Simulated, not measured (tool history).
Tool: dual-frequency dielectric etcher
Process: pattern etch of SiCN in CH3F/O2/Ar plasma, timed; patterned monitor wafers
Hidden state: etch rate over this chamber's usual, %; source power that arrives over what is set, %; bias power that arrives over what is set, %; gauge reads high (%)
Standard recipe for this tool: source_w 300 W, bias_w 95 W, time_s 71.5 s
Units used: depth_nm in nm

run   hour  source_w  bias_w  time_s  wafers since the last listed run  hours since the last wet clean  hours since the last source power generator calibration  hours since the last bias power generator calibration  hours since the last upper electrode change  hours since the gauge calibration  read-back reference wafer on the same gauge, depth_nm  depth_nm
  1    0.0       340      95    71.5                                 0                            76.1                                                   4401.3                                                 3358.0                                       1756.2                              348.7                                                  24.07     30.73
  2   24.4       300      95    71.5                               381                           100.5                                                   4425.7                                                 3382.4                                       1780.6                              373.1                                                  24.03     29.56
  3   37.2       300     101    71.5                               200                           113.3                                                   4438.5                                                 3395.2                                       1793.4                              385.9                                                  24.02     30.38
  4   69.8       300      95    71.5                               510                           145.9                                                   4471.1                                                 3427.8                                       1826.0                              418.5                                                  24.02     29.19
      98.3  -- bias power generator calibrated
  5  135.2       300      95    71.5                               960                           211.3                                                   4536.5                                                   36.9                                       1891.4                              483.9                                                  23.92     29.36
     142.2  -- source power generator calibrated
  6  151.9       300      95    71.5                               198                           228.0                                                      9.7                                                   53.6                                       1908.1                              500.6                                                  23.95     29.20
  7  167.4       300      95    64.0                               242                           243.5                                                     25.2                                                   69.1                                       1923.6                              516.1                                                  23.90     26.30
  8  181.5       300      95    64.0                               220                           257.6                                                     39.3                                                   83.2                                       1937.7                              530.2                                                  23.94     25.88
  9  217.5       300      95    63.0                               563                           293.6                                                     75.3                                                  119.2                                       1973.7                              566.2                                                  23.96     25.50
 10  236.7       300      95    63.0                               300                           312.8                                                     94.5                                                  138.4                                       1992.9                              585.4                                                  23.93     25.92
 11  262.9       300      72    54.0                               409                           339.0                                                    120.7                                                  164.6                                       2019.1                              611.6                                                  23.90     19.32
 12  279.4       300      95    71.5                               258                           355.5                                                    137.2                                                  181.1                                       2035.6                              628.1                                                  23.87     29.11
 13  302.6       300     104    84.5                               363                           378.7                                                    160.4                                                  204.3                                       2058.8                              651.3                                                  23.91     35.96
 14  320.9       300      95    71.5                               286                           397.0                                                    178.7                                                  222.6                                       2077.1                              669.6                                                  23.93     29.19
 15  338.9       360      75    71.5                               281                           415.0                                                    196.7                                                  240.6                                       2095.1                              687.6                                                  23.89     27.26
     363.0  -- upper electrode replaced
 16  371.7       320      86    71.5                               137                           447.8                                                    229.5                                                  273.4                                          8.7                              720.4                                                  23.90     28.24
 17  387.5       240     102    62.5                               247                           463.6                                                    245.3                                                  289.2                                         24.5                              736.2                                                  23.87     25.08
     393.9  -- gauge calibrated
     469.1  -- wet clean of the chamber
 18  469.6       300     103    51.5                               909                             0.5                                                    327.4                                                  371.3                                        106.6                               75.7                                                  24.50     22.35
 19  477.7       300      95    71.5                               126                             8.6                                                    335.5                                                  379.4                                        114.7                               83.8                                                  24.42     30.04
 20  511.3       230      80    91.5                               525                            42.2                                                    369.1                                                  413.0                                        148.3                              117.4                                                  24.35     32.62
 21  535.0       240      87    60.5                               370                            65.9                                                    392.8                                                  436.7                                        172.0                              141.1                                                  24.33     22.79
 22  565.3       360      95    71.5                               474                            96.2                                                    423.1                                                  467.0                                        202.3                              171.4                                                  24.23     30.99
 23  595.2       300      95    71.5                               467                           126.1                                                    453.0                                                  496.9                                        232.2                              201.3                                                  24.18     29.51
 24  612.2       240     117    71.5                               266                           143.1                                                    470.0                                                  513.9                                        249.2                              218.3                                                  24.18     31.12
 25  643.5       300      76    63.5                               489                           174.4                                                    501.3                                                  545.2                                        280.5                              249.6                                                  24.10     23.47
 26  679.2       240     116    91.0                               558                           210.1                                                    537.0                                                  580.9                                        316.2                              285.3                                                  24.08     39.37
 27  696.6       280      95    53.0                               272                           227.5                                                    554.4                                                  598.3                                        333.6                              302.7                                                  24.08     21.59
 28  724.9       300      77    56.0                               442                           255.8                                                    582.7                                                  626.6                                        361.9                              331.0                                                  24.04     20.77
 29  746.1       240      74    82.0                               331                           277.0                                                    603.9                                                  647.8                                        383.1                              352.2                                                  24.07     28.42

Measured minus without-hidden-state, run by run (identical run-to-run variation in each term; gauge scatter may differ):
run  depth_nm
  1     -0.71
  2     -0.70
  3     -0.73
  4     -0.73
  5     -0.78
  6     -0.79
  7     -0.72
  8     -0.71
  9     -0.71
 10     -0.73
 11     -0.55
 12     -0.84
 13     -1.05
 14     -0.86
 15     -0.80
 16     -0.84
 17     -0.75
 18     -0.14
 19     -0.22
 20     -0.33
 21     -0.28
 22     -0.44
 23     -0.48
 24     -0.54
 25     -0.45
 26     -0.81
 27     -0.46
 28     -0.47
 29     -0.66
